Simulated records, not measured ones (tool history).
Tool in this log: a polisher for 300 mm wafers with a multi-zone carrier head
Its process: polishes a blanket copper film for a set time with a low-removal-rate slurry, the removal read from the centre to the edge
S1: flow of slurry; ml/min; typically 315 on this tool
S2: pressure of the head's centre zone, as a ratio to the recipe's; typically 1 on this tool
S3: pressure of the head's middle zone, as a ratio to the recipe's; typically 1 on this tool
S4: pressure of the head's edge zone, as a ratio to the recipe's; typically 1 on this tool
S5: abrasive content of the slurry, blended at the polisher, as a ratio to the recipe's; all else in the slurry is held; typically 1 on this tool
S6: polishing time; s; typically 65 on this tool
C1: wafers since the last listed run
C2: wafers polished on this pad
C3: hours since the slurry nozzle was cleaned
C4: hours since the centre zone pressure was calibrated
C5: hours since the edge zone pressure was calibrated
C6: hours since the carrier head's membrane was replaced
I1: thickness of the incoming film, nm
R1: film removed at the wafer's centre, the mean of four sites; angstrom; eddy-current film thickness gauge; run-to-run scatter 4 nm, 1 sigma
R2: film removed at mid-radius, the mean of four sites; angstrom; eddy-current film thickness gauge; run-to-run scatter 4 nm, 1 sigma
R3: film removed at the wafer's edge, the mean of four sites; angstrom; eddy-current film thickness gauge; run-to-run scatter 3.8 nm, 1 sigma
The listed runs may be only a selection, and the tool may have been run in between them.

{"run": 1, "day": 0.0, "S1": 315, "S2": 1, "S3": 0.95, "S4": 1, "S5": 1, "S6": 65, "C1": 0, "C2": 2533, "C3": 451.3, "C4": 50, "C5": 43.3, "C6": 854.6, "I1": 883.8, "R1": 3259, "R2": 3250, "R3": 3348}
{"day": 0.188, "done": "worn pad replaced by a new one"}
{"run": 2, "day": 0.867, "S1": 315, "S2": 1, "S3": 1, "S4": 1, "S5": 1, "S6": 65, "C1": 244, "C2": 236, "C3": 472.1, "C4": 70.8, "C5": 64.1, "C6": 875.4, "I1": 900.1, "R1": 3338, "R2": 3352, "R3": 3338}
{"run": 3, "day": 2.121, "S1": 315, "S2": 1, "S3": 1, "S4": 1, "S5": 1, "S6": 65, "C1": 437, "C2": 673, "C3": 502.2, "C4": 100.9, "C5": 94.2, "C6": 905.5, "I1": 876.6, "R1": 3337, "R2": 3304, "R3": 3381}
{"day": 2.371, "done": "slurry nozzle cleaned"}
{"run": 4, "day": 2.625, "S1": 315, "S2": 1, "S3": 1, "S4": 1, "S5": 1, "S6": 65, "C1": 161, "C2": 835, "C3": 6.1, "C4": 113, "C5": 106.3, "C6": 917.6, "I1": 886.8, "R1": 3314, "R2": 3362, "R3": 3412}
{"run": 5, "day": 3.329, "S1": 315, "S2": 1, "S3": 1, "S4": 1, "S5": 1, "S6": 65, "C1": 245, "C2": 1080, "C3": 23, "C4": 129.9, "C5": 123.2, "C6": 934.5, "I1": 883.9, "R1": 3321, "R2": 3306, "R3": 3380}
{"run": 6, "day": 4.117, "S1": 225, "S2": 1, "S3": 0.89, "S4": 1.11, "S5": 1, "S6": 65, "C1": 274, "C2": 1355, "C3": 41.9, "C4": 148.8, "C5": 142.1, "C6": 953.4, "I1": 891.4, "R1": 3243, "R2": 3007, "R3": 3526}
{"run": 7, "day": 5.162, "S1": 315, "S2": 1, "S3": 1, "S4": 1, "S5": 1, "S6": 65, "C1": 364, "C2": 1720, "C3": 67, "C4": 173.9, "C5": 167.2, "C6": 978.5, "I1": 876.6, "R1": 3344, "R2": 3383, "R3": 3444}
{"run": 8, "day": 6.608, "S1": 225, "S2": 1, "S3": 0.89, "S4": 1.11, "S5": 1, "S6": 65, "C1": 504, "C2": 2224, "C3": 101.7, "C4": 208.6, "C5": 201.9, "C6": 1013.2, "I1": 895.9, "R1": 3210, "R2": 3028, "R3": 3482}
{"day": 7.192, "done": "worn pad replaced by a new one"}
{"run": 9, "day": 7.612, "S1": 315, "S2": 1, "S3": 1, "S4": 1.08, "S5": 1.1, "S6": 65, "C1": 292, "C2": 147, "C3": 125.8, "C4": 232.7, "C5": 226, "C6": 1037.3, "I1": 892.9, "R1": 3333, "R2": 3452, "R3": 3611}
{"run": 10, "day": 8.258, "S1": 410, "S2": 0.93, "S3": 1.07, "S4": 1, "S5": 1, "S6": 65, "C1": 225, "C2": 372, "C3": 141.3, "C4": 248.2, "C5": 241.5, "C6": 1052.8, "I1": 892.8, "R1": 3082, "R2": 3633, "R3": 3445}
{"run": 11, "day": 9.75, "S1": 315, "S2": 1, "S3": 1, "S4": 1, "S5": 1, "S6": 65, "C1": 520, "C2": 892, "C3": 177.1, "C4": 284, "C5": 277.3, "C6": 1088.6, "I1": 886.9, "R1": 3236, "R2": 3455, "R3": 3379}
{"run": 12, "day": 10.254, "S1": 420, "S2": 1, "S3": 1, "S4": 1, "S5": 1, "S6": 65, "C1": 175, "C2": 1068, "C3": 189.2, "C4": 296.1, "C5": 289.4, "C6": 1100.7, "I1": 901, "R1": 3285, "R2": 3413, "R3": 3373}
{"run": 13, "day": 11.004, "S1": 315, "S2": 0.89, "S3": 1.11, "S4": 1, "S5": 1, "S6": 65, "C1": 261, "C2": 1330, "C3": 207.2, "C4": 314.1, "C5": 307.4, "C6": 1118.7, "I1": 896, "R1": 2895, "R2": 3593, "R3": 3390}
{"day": 11.508, "done": "carrier head's membrane replaced by a new one"}
{"day": 14.683, "done": "worn pad replaced by a new one"}
{"run": 14, "day": 14.733, "S1": 315, "S2": 1, "S3": 1.04, "S4": 1, "S5": 1, "S6": 50, "C1": 1169, "C2": 17, "C3": 296.7, "C4": 403.6, "C5": 396.9, "C6": 77.4, "I1": 896.9, "R1": 2459, "R2": 2661, "R3": 2617}
{"run": 15, "day": 15.258, "S1": 315, "S2": 1, "S3": 1, "S4": 0.97, "S5": 1, "S6": 65, "C1": 183, "C2": 201, "C3": 309.3, "C4": 416.2, "C5": 409.5, "C6": 90, "I1": 903.1, "R1": 3162, "R2": 3356, "R3": 3382}
{"run": 16, "day": 16.896, "S1": 315, "S2": 1, "S3": 1, "S4": 1, "S5": 1, "S6": 65, "C1": 571, "C2": 772, "C3": 348.6, "C4": 455.5, "C5": 448.8, "C6": 129.3, "I1": 906.3, "R1": 3045, "R2": 3305, "R3": 3296}
{"day": 19.962, "done": "slurry nozzle cleaned"}
{"day": 20.725, "done": "centre zone pressure recalibrated"}
{"run": 17, "day": 21.008, "S1": 390, "S2": 1, "S3": 0.91, "S4": 1, "S5": 1.25, "S6": 65, "C1": 1390, "C2": 2162, "C3": 25.1, "C4": 6.8, "C5": 547.5, "C6": 228, "I1": 892.4, "R1": 3577, "R2": 3417, "R3": 3618}
{"day": 21.521, "done": "worn pad replaced by a new one"}
{"run": 18, "day": 22.325, "S1": 265, "S2": 1, "S3": 1, "S4": 1, "S5": 1.2, "S6": 65, "C1": 401, "C2": 280, "C3": 56.7, "C4": 38.4, "C5": 579.1, "C6": 259.6, "I1": 890.4, "R1": 3466, "R2": 3513, "R3": 3477}
{"run": 19, "day": 23.5, "S1": 315, "S2": 1, "S3": 1, "S4": 1, "S5": 1, "S6": 65, "C1": 409, "C2": 690, "C3": 84.9, "C4": 66.6, "C5": 607.3, "C6": 287.8, "I1": 897.9, "R1": 3273, "R2": 3304, "R3": 3361}
{"run": 20, "day": 24.621, "S1": 315, "S2": 1, "S3": 1.07, "S4": 1, "S5": 1.25, "S6": 65, "C1": 390, "C2": 1081, "C3": 111.8, "C4": 93.5, "C5": 634.2, "C6": 314.7, "I1": 880.2, "R1": 3455, "R2": 3739, "R3": 3520}

Run-by-run hidden state of the tool:
removal rate lost through wear of the pad, %: 0 at every run
slurry flow missing at the pad, %: 0 at every run
deviation of the edge zone's pressure from its setpoint, %: 0 at every run
H1: deviation of the centre zone's pressure from its setpoint, %
run=1 H1=0.774
run=2 H1=0.68
run=3 H1=0.486
run=4 H1=0.389
run=5 H1=0.234
run=6 H1=0.0366
run=7 H1=-0.268
run=8 H1=-0.766
run=9 H1=-1.17
run=10 H1=-1.45
run=11 H1=-2.16
run=12 H1=-2.43
run=13 H1=-2.84
run=14 H1=-5.25
run=15 H1=-5.64
run=16 H1=-6.93
run=17 H1=-1.49
run=18 H1=-1.55
run=19 H1=-1.66
run=20 H1=-1.82
